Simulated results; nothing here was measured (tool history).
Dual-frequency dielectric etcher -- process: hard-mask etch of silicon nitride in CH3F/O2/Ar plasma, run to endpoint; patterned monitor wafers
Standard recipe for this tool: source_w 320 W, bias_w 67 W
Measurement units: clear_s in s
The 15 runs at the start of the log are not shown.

run   hour  source_w  bias_w  incoming incoming film thickness, nm  clear_s
 16  219.8       320      67                                  38.6     68.1
 17    233       290      56                                 38.85     77.2
 18    248       320      50                                 38.93     76.5
 19  265.3       320      67                                 39.02     69.9
 20    279       320      67                                 38.63       68
     284.9  -- source power generator calibrated
 21  294.1       320      67                                 39.03     69.5
 22  309.4       320      67                                 38.28     68.3
     356.3  -- upper electrode replaced
       370  -- wet clean of the chamber
 23  370.5       360      67                                 38.51     64.4
 24  370.9       390      58                                  38.7     65.1
 25  371.2       270      78                                 38.98     71.9
     382.8  -- bias power generator calibrated
 26  384.5       320      53                                 38.86       75
 27  393.6       320      67                                 38.74       69
 28    410       250      74                                 38.73     76.2
 29  449.6       320      67                                  38.5     68.7
 30  462.1       390      67                                 38.46     61.2
 31  469.8       280      67                                 38.58     73.1
 32  479.8       320      50                                 38.96     75.9
 33  494.3       360      53                                  38.8     70.4

Each row is a separate what-if for the run after 33, all from the same tool condition, not one after another. Results?
  A  494.7       320      67                                 38.86        ?
  B  494.7       270      67                                 38.86        ?
  C  494.7       370      76                                 38.86        ?

run  clear_s
  A     68.6
  B     75.7
  C     60.7
Without the tool's unlogged condition, the same runs would have read:
run  clear_s
  A     68.6
  B     75.7
  C     60.7
